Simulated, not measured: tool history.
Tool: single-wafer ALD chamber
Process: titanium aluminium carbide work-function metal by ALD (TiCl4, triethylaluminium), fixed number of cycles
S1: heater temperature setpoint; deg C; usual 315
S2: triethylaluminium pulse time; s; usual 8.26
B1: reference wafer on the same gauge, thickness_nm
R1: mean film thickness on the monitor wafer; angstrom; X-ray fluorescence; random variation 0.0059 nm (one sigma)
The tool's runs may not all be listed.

{"run": 1, "hour": 0.0, "S1": 315, "S2": 8.26, "B1": 1.91, "R1": 18.4}
{"run": 2, "hour": 9.0, "S1": 315, "S2": 8.26, "B1": 1.91, "R1": 18.43}
{"run": 3, "hour": 26.7, "S1": 315, "S2": 10.24, "B1": 1.911, "R1": 20.02}
{"run": 4, "hour": 40.6, "S1": 315, "S2": 10.24, "B1": 1.908, "R1": 19.98}
{"run": 5, "hour": 48.6, "S1": 315, "S2": 6.99, "B1": 1.909, "R1": 16.97}
{"run": 6, "hour": 56.6, "S1": 315, "S2": 6.99, "B1": 1.911, "R1": 16.97}
{"hour": 68.3, "done": "showerhead replaced"}
{"run": 7, "hour": 68.8, "S1": 315, "S2": 6.99, "B1": 1.909, "R1": 16.99}
{"run": 8, "hour": 78.6, "S1": 315, "S2": 8.26, "B1": 1.909, "R1": 18.32}
{"hour": 96.2, "done": "triethylaluminium bottle replaced"}
{"hour": 101.2, "done": "thermocouple changed; heater temperature recalibrated"}
{"run": 9, "hour": 101.7, "S1": 321, "S2": 10.58, "B1": 1.911, "R1": 22.82}
{"run": 10, "hour": 103.9, "S1": 321, "S2": 10.58, "B1": 1.91, "R1": 22.88}
{"run": 11, "hour": 116.3, "S1": 305, "S2": 11.05, "B1": 1.909, "R1": 21.33}
{"run": 12, "hour": 132.2, "S1": 310, "S2": 10.65, "B1": 1.911, "R1": 21.78}
{"hour": 141.6, "done": "gauge calibrated"}
{"run": 13, "hour": 149.5, "S1": 315, "S2": 11.41, "B1": 1.91, "R1": 22.24}
{"run": 14, "hour": 156.3, "S1": 310, "S2": 9.09, "B1": 1.911, "R1": 21.26}
{"run": 15, "hour": 171.7, "S1": 322, "S2": 6.08, "B1": 1.909, "R1": 20.04}
{"run": 16, "hour": 189.3, "S1": 311, "S2": 8.26, "B1": 1.91, "R1": 20.67}

Forecast each of these 4 alternatives for the next run:
{"run": "A", "hour": 189.7, "S1": 315, "S2": 8.26, "B1": "?", "R1": "?"}
{"run": "B", "hour": 189.7, "S1": 322, "S2": 11.17, "B1": "?", "R1": "?"}
{"run": "C", "hour": 189.7, "S1": 304, "S2": 11.05, "B1": "?", "R1": "?"}
{"run": "D", "hour": 189.7, "S1": 303, "S2": 8.26, "B1": "?", "R1": "?"}

run=A B1=1.911 R1=21.13
run=B B1=1.911 R1=22.92
run=C B1=1.911 R1=21.05
run=D B1=1.911 R1=19.96
Without the tool's hidden state the same runs would have given:
run=A R1=21.5
run=B R1=23.11
run=C R1=21.23
run=D R1=20.31

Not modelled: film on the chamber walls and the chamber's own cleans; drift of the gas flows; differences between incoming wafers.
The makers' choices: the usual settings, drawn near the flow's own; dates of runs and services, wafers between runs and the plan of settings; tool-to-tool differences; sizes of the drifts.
